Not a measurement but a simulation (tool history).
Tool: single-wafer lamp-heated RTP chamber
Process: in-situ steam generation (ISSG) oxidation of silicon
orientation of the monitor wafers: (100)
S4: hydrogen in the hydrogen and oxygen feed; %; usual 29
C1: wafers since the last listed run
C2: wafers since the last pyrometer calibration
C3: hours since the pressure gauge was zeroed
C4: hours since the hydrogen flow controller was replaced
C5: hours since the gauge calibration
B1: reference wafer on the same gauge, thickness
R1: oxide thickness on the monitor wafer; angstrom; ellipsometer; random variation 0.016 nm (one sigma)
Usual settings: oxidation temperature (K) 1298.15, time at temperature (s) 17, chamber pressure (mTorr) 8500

run 1 hour=0 | oxidation_temperature_(K)=1298.15 time_at_temperature_(s)=17 chamber_pressure_(mTorr)=8500 S4=29 | C1=0 C2=1868 C3=1628.3 C4=6153.1 C5=882.9 | B1=6.529 | R1=58.28
run 2 hour=100.8 | oxidation_temperature_(K)=1298.15 time_at_temperature_(s)=17 chamber_pressure_(mTorr)=8500 S4=29 | C1=957 C2=2825 C3=1729.1 C4=6253.9 C5=983.7 | B1=6.529 | R1=58.27
run 3 hour=157.9 | oxidation_temperature_(K)=1298.15 time_at_temperature_(s)=17 chamber_pressure_(mTorr)=8500 S4=29 | C1=542 C2=3368 C3=1786.2 C4=6311 C5=1040.8 | B1=6.522 | R1=58.23
run 4 hour=220.5 | oxidation_temperature_(K)=1298.15 time_at_temperature_(s)=17 chamber_pressure_(mTorr)=8500 S4=29 | C1=594 C2=3962 C3=1848.8 C4=6373.6 C5=1103.4 | B1=6.526 | R1=57.99
run 5 hour=307.2 | oxidation_temperature_(K)=1298.15 time_at_temperature_(s)=17 chamber_pressure_(mTorr)=8500 S4=29 | C1=823 C2=4785 C3=1935.5 C4=6460.3 C5=1190.1 | B1=6.528 | R1=58.08
run 6 hour=380.7 | oxidation_temperature_(K)=1298.15 time_at_temperature_(s)=17 chamber_pressure_(mTorr)=8500 S4=29 | C1=697 C2=5483 C3=2009 C4=6533.8 C5=1263.6 | B1=6.536 | R1=58.13
-- hour=470.6 pressure gauge zeroed
run 7 hour=471.1 | oxidation_temperature_(K)=1298.15 time_at_temperature_(s)=17 chamber_pressure_(mTorr)=8500 S4=29 | C1=782 C2=6266 C3=0.5 C4=6624.2 C5=1354 | B1=6.522 | R1=58.36
-- hour=499.3 hydrogen flow controller replaced
run 8 hour=536.7 | oxidation_temperature_(K)=1287.15 time_at_temperature_(s)=17 chamber_pressure_(mTorr)=8500 S4=29 | C1=546 C2=6813 C3=66.1 C4=37.4 C5=1419.6 | B1=6.532 | R1=55.27
run 9 hour=604.2 | oxidation_temperature_(K)=1287.15 time_at_temperature_(s)=17 chamber_pressure_(mTorr)=8500 S4=29 | C1=641 C2=7454 C3=133.6 C4=104.9 C5=1487.1 | B1=6.537 | R1=55.24
-- hour=649.1 pyrometer window cleaned and pyrometer calibrated
run 10 hour=671.5 | oxidation_temperature_(K)=1287.15 time_at_temperature_(s)=17 chamber_pressure_(mTorr)=8500 S4=29 | C1=563 C2=213 C3=200.9 C4=172.2 C5=1554.4 | B1=6.524 | R1=55.21
run 11 hour=709.7 | oxidation_temperature_(K)=1298.15 time_at_temperature_(s)=17 chamber_pressure_(mTorr)=8500 S4=29 | C1=362 C2=575 C3=239.1 C4=210.4 C5=1592.6 | B1=6.522 | R1=57.98
run 12 hour=787 | oxidation_temperature_(K)=1315.15 time_at_temperature_(s)=20 chamber_pressure_(mTorr)=9700 S4=23 | C1=734 C2=1309 C3=316.4 C4=287.7 C5=1669.9 | B1=6.531 | R1=63.31
run 13 hour=848.7 | oxidation_temperature_(K)=1298.15 time_at_temperature_(s)=17 chamber_pressure_(mTorr)=8000 S4=29 | C1=585 C2=1895 C3=378.1 C4=349.4 C5=1731.6 | B1=6.521 | R1=58.65
run 14 hour=915.3 | oxidation_temperature_(K)=1298.15 time_at_temperature_(s)=17 chamber_pressure_(mTorr)=9700 S4=29 | C1=632 C2=2528 C3=444.7 C4=416 C5=1798.2 | B1=6.538 | R1=56.92
run 15 hour=954.4 | oxidation_temperature_(K)=1298.15 time_at_temperature_(s)=11 chamber_pressure_(mTorr)=8500 S4=29 | C1=371 C2=2899 C3=483.8 C4=455.1 C5=1837.3 | B1=6.531 | R1=47.65
run 16 hour=1006.5 | oxidation_temperature_(K)=1298.15 time_at_temperature_(s)=20 chamber_pressure_(mTorr)=8500 S4=29 | C1=494 C2=3394 C3=535.9 C4=507.2 C5=1889.4 | B1=6.531 | R1=63.04
-- hour=1073.9 gauge calibrated
run 17 hour=1092.8 | oxidation_temperature_(K)=1298.15 time_at_temperature_(s)=17 chamber_pressure_(mTorr)=8500 S4=29 | C1=819 C2=4213 C3=622.2 C4=593.5 C5=18.9 | B1=6.538 | R1=57.97
run 18 hour=1159.6 | oxidation_temperature_(K)=1287.15 time_at_temperature_(s)=17 chamber_pressure_(mTorr)=8500 S4=24 | C1=634 C2=4848 C3=689 C4=660.3 C5=85.7 | B1=6.535 | R1=52.68
run 19 hour=1254.5 | oxidation_temperature_(K)=1314.15 time_at_temperature_(s)=20 chamber_pressure_(mTorr)=8500 S4=24 | C1=901 C2=5749 C3=783.9 C4=755.2 C5=180.6 | B1=6.526 | R1=65.06
-- hour=1294.7 pyrometer window cleaned and pyrometer calibrated
run 20 hour=1327.6 | oxidation_temperature_(K)=1298.15 time_at_temperature_(s)=17 chamber_pressure_(mTorr)=9100 S4=32 | C1=618 C2=312 C3=857 C4=828.3 C5=253.7 | B1=6.525 | R1=58.93
run 21 hour=1408.1 | oxidation_temperature_(K)=1315.15 time_at_temperature_(s)=10 chamber_pressure_(mTorr)=7900 S4=32 | C1=764 C2=1077 C3=937.5 C4=908.8 C5=334.2 | B1=6.524 | R1=50.53
run 22 hour=1478.8 | oxidation_temperature_(K)=1298.15 time_at_temperature_(s)=17 chamber_pressure_(mTorr)=8500 S4=29 | C1=671 C2=1748 C3=1008.2 C4=979.5 C5=404.9 | B1=6.531 | R1=57.98
run 23 hour=1572.6 | oxidation_temperature_(K)=1298.15 time_at_temperature_(s)=17 chamber_pressure_(mTorr)=8500 S4=29 | C1=890 C2=2639 C3=1102 C4=1073.3 C5=498.7 | B1=6.519 | R1=57.96
run 24 hour=1622.6 | oxidation_temperature_(K)=1292.15 time_at_temperature_(s)=17 chamber_pressure_(mTorr)=8500 S4=29 | C1=474 C2=3114 C3=1152 C4=1123.3 C5=548.7 | B1=6.53 | R1=56.73
run 25 hour=1705.2 | oxidation_temperature_(K)=1286.15 time_at_temperature_(s)=14 chamber_pressure_(mTorr)=9900 S4=32 | C1=784 C2=3898 C3=1234.6 C4=1205.9 C5=631.3 | B1=6.532 | R1=50.1
run 26 hour=1802.9 | oxidation_temperature_(K)=1298.15 time_at_temperature_(s)=22 chamber_pressure_(mTorr)=9400 S4=29 | C1=927 C2=4826 C3=1332.3 C4=1303.6 C5=729 | B1=6.529 | R1=64.65
run 27 hour=1874.4 | oxidation_temperature_(K)=1314.15 time_at_temperature_(s)=15 chamber_pressure_(mTorr)=8500 S4=32 | C1=678 C2=5505 C3=1403.8 C4=1375.1 C5=800.5 | B1=6.526 | R1=60.68
run 28 hour=1976 | oxidation_temperature_(K)=1292.15 time_at_temperature_(s)=12 chamber_pressure_(mTorr)=8500 S4=32 | C1=964 C2=6470 C3=1505.4 C4=1476.7 C5=902.1 | B1=6.531 | R1=49.48
-- hour=2064.3 pyrometer window cleaned and pyrometer calibrated
run 29 hour=2205.2 | oxidation_temperature_(K)=1298.15 time_at_temperature_(s)=14 chamber_pressure_(mTorr)=9800 S4=26 | C1=2100 C2=1337 C3=1734.6 C4=1705.9 C5=1131.3 | B1=6.531 | R1=50.37
-- hour=2256.3 pressure gauge zeroed
run 30 hour=2268.6 | oxidation_temperature_(K)=1298.15 time_at_temperature_(s)=17 chamber_pressure_(mTorr)=7000 S4=32 | C1=526 C2=1863 C3=12.3 C4=1769.3 C5=1194.7 | B1=6.536 | R1=60.1

What the log doesn't show, run by run:
true wafer temperature minus pyrometer reading, K: 0 in every run
true pressure minus gauge reading, Torr: 0 in every run
deviation of the hydrogen flow from its setpoint, %: 0 in every run
gauge reads high (%): 0 in every run
